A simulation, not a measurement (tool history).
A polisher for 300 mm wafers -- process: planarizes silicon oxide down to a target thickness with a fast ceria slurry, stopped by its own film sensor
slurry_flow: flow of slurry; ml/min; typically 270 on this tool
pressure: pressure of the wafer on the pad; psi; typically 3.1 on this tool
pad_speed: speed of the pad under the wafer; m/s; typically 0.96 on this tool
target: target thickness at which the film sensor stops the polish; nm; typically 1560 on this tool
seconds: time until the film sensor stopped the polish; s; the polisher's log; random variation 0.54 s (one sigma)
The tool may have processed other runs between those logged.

run	day	slurry_flow	pressure	pad_speed	target	wafers since the last listed run	wafers polished on this pad	hours since the slurry nozzle was cleaned	hours since the head pressure was calibrated	incoming thickness of the incoming film, nm	seconds
1	0.000	270	3.1	0.82	1560	0	288	781.8	269.8	2682.6	57.4
2	0.371	270	3.1	0.82	1560	96	384	790.7	278.7	2688.7	57.5
3	0.654	270	3.1	0.82	1560	73	457	797.5	285.5	2692.1	56.6
4	1.029	270	3.1	0.96	1318	97	555	806.5	294.5	2691.4	59.3
5	1.658	270	3.1	0.96	1318	163	718	821.6	309.6	2686.2	58.7
6	2.304	270	3.1	0.96	1318	167	885	837.1	325.1	2674.2	58.7
7	2.750	270	3.1	0.96	1659	115	1001	847.8	335.8	2644.5	42.2
8	3.442	270	3.1	0.96	1659	179	1180	864.4	352.4	2682.8	43.2
# day 3.667: worn pad replaced by a new one, of another model than before
# day 3.746: head pressure recalibrated
9	4.017	340	3.1	0.96	1763	85	70	878.2	6.5	2670.9	41.9
10	4.271	270	3.6	1.12	1560	65	136	884.3	12.6	2706.1	45.2
11	5.500	270	3.1	0.86	1443	318	455	913.8	42.1	2691.1	62.6
# day 6.250: slurry nozzle cleaned
12	6.271	310	3.1	1.22	1745	189	644	0.5	60.6	2662.0	36.0
13	6.692	195	3.1	0.96	1560	109	753	10.6	70.7	2680.6	55.1
14	7.333	355	2.2	0.78	1712	166	920	26.0	86.1	2695.3	57.3
15	7.829	190	2.7	0.96	1560	128	1049	37.9	98.0	2712.1	59.1
16	8.250	270	3.1	0.96	1560	109	1158	48.0	108.1	2643.5	50.1
17	8.854	270	3.1	0.96	1560	156	1314	62.5	122.6	2700.4	53.1

Alternative continuations, all from the tool just after run 17; predict every row:
A	8.871	310	3.1	0.96	1560	4	1319	62.9	123.0	2694.9	?
B	8.871	295	4.0	0.96	1712	4	1319	62.9	123.0	2694.9	?
C	8.871	270	2.5	0.76	1560	4	1319	62.9	123.0	2694.9	?

run	seconds
A	51.3
B	39.6
C	66.4
Without the tool's hidden state the same runs would have given:
run	seconds
A	52.3
B	40.3
C	67.6

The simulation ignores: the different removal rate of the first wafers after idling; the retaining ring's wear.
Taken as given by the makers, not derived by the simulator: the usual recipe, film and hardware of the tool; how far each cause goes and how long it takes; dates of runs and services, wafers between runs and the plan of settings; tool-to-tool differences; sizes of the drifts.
